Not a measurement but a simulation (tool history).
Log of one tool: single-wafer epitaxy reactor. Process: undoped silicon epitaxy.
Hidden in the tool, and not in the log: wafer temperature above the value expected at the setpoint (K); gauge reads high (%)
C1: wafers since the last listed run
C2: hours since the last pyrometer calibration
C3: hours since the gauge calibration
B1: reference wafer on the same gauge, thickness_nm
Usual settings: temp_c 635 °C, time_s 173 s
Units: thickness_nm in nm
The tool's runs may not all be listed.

run 1 day=0.000 | temp_c=635 time_s=180 | C1=0 C2=1307.1 C3=243.4 | B1=23.114 | thickness_nm=21.310
run 2 day=1.175 | temp_c=635 time_s=180 | C1=269 C2=1335.3 C3=271.6 | B1=23.054 | thickness_nm=21.315
run 3 day=3.704 | temp_c=635 time_s=180 | C1=581 C2=1396.0 C3=332.3 | B1=23.150 | thickness_nm=21.277
run 4 day=6.508 | temp_c=635 time_s=185 | C1=644 C2=1463.3 C3=399.6 | B1=23.036 | thickness_nm=21.745
run 5 day=9.462 | temp_c=635 time_s=185 | C1=678 C2=1534.2 C3=470.5 | B1=23.076 | thickness_nm=21.814
run 6 day=10.500 | temp_c=635 time_s=173 | C1=238 C2=1559.1 C3=495.4 | B1=23.122 | thickness_nm=20.363
run 7 day=12.933 | temp_c=635 time_s=173 | C1=559 C2=1617.5 C3=553.8 | B1=23.097 | thickness_nm=20.552
run 8 day=14.712 | temp_c=635 time_s=173 | C1=408 C2=1660.2 C3=596.5 | B1=23.129 | thickness_nm=20.447
run 9 day=16.217 | temp_c=635 time_s=173 | C1=345 C2=1696.3 C3=632.6 | B1=23.093 | thickness_nm=20.263
run 10 day=17.588 | temp_c=635 time_s=173 | C1=314 C2=1729.2 C3=665.5 | B1=23.106 | thickness_nm=20.439
run 11 day=19.467 | temp_c=635 time_s=173 | C1=431 C2=1774.3 C3=710.6 | B1=23.123 | thickness_nm=20.373
run 12 day=20.579 | temp_c=635 time_s=173 | C1=255 C2=1801.0 C3=737.3 | B1=23.118 | thickness_nm=20.463
run 13 day=23.288 | temp_c=632 time_s=198 | C1=622 C2=1866.0 C3=802.3 | B1=23.131 | thickness_nm=21.980
run 14 day=25.933 | temp_c=632 time_s=198 | C1=607 C2=1929.5 C3=865.8 | B1=23.051 | thickness_nm=21.766
run 15 day=28.329 | temp_c=635 time_s=156 | C1=550 C2=1987.0 C3=923.3 | B1=23.144 | thickness_nm=18.366
run 16 day=29.971 | temp_c=642 time_s=155 | C1=377 C2=2026.4 C3=962.7 | B1=23.127 | thickness_nm=21.265
run 17 day=31.521 | temp_c=642 time_s=155 | C1=356 C2=2063.6 C3=999.9 | B1=23.124 | thickness_nm=21.243
-- day=32.396 gauge calibrated
run 18 day=33.433 | temp_c=642 time_s=155 | C1=439 C2=2109.5 C3=24.9 | B1=23.045 | thickness_nm=21.344
run 19 day=34.979 | temp_c=635 time_s=188 | C1=355 C2=2146.6 C3=62.0 | B1=23.157 | thickness_nm=22.239
run 20 day=36.371 | temp_c=635 time_s=173 | C1=319 C2=2180.0 C3=95.4 | B1=23.095 | thickness_nm=20.284
run 21 day=38.938 | temp_c=630 time_s=160 | C1=589 C2=2241.6 C3=157.0 | B1=23.125 | thickness_nm=16.985
run 22 day=41.412 | temp_c=635 time_s=207 | C1=568 C2=2301.0 C3=216.4 | B1=23.114 | thickness_nm=24.259
-- day=42.050 pyrometer calibrated
run 23 day=46.417 | temp_c=644 time_s=164 | C1=1073 C2=104.8 C3=336.5 | B1=23.052 | thickness_nm=23.621
run 24 day=47.746 | temp_c=621 time_s=158 | C1=305 C2=136.7 C3=368.4 | B1=23.119 | thickness_nm=13.615
run 25 day=50.538 | temp_c=644 time_s=206 | C1=641 C2=203.7 C3=435.4 | B1=23.036 | thickness_nm=29.402
run 26 day=52.538 | temp_c=647 time_s=183 | C1=459 C2=251.7 C3=483.4 | B1=23.058 | thickness_nm=27.977
run 27 day=55.433 | temp_c=646 time_s=197 | C1=665 C2=321.2 C3=552.9 | B1=23.089 | thickness_nm=29.281
run 28 day=57.438 | temp_c=635 time_s=173 | C1=460 C2=369.3 C3=601.0 | B1=23.108 | thickness_nm=20.459
run 29 day=61.129 | temp_c=635 time_s=203 | C1=848 C2=457.9 C3=689.6 | B1=23.069 | thickness_nm=23.899
run 30 day=63.646 | temp_c=648 time_s=141 | C1=578 C2=518.3 C3=750.0 | B1=23.114 | thickness_nm=22.022
run 31 day=66.238 | temp_c=623 time_s=139 | C1=595 C2=580.5 C3=812.2 | B1=23.112 | thickness_nm=12.617
run 32 day=68.158 | temp_c=641 time_s=150 | C1=441 C2=626.6 C3=858.3 | B1=23.074 | thickness_nm=20.278
run 33 day=70.304 | temp_c=643 time_s=173 | C1=493 C2=678.1 C3=909.8 | B1=23.062 | thickness_nm=24.511
-- day=70.704 gauge calibrated
run 34 day=72.467 | temp_c=646 time_s=156 | C1=496 C2=730.0 C3=42.3 | B1=23.115 | thickness_nm=23.138
run 35 day=73.558 | temp_c=646 time_s=160 | C1=250 C2=756.2 C3=68.5 | B1=23.087 | thickness_nm=23.870
run 36 day=76.175 | temp_c=635 time_s=173 | C1=601 C2=819.0 C3=131.3 | B1=23.066 | thickness_nm=20.467
run 37 day=77.325 | temp_c=621 time_s=139 | C1=264 C2=846.6 C3=158.9 | B1=23.102 | thickness_nm=11.945

Forecast each of these 4 alternatives for the next run:
run A day=77.342 | temp_c=635 time_s=173 | C1=3 C2=847.0 C3=159.3 | B1=? | thickness_nm=?
run B day=77.342 | temp_c=646 time_s=155 | C1=3 C2=847.0 C3=159.3 | B1=? | thickness_nm=?
run C day=77.342 | temp_c=646 time_s=198 | C1=3 C2=847.0 C3=159.3 | B1=? | thickness_nm=?
run D day=77.342 | temp_c=625 time_s=173 | C1=3 C2=847.0 C3=159.3 | B1=? | thickness_nm=?

run=A B1=23.105 thickness_nm=20.289
run=B B1=23.105 thickness_nm=23.062
run=C B1=23.105 thickness_nm=29.460
run=D B1=23.105 thickness_nm=16.263
Without the tool's hidden state the same runs would have given:
run=A thickness_nm=20.289
run=B thickness_nm=23.062
run=C thickness_nm=29.460
run=D thickness_nm=16.263
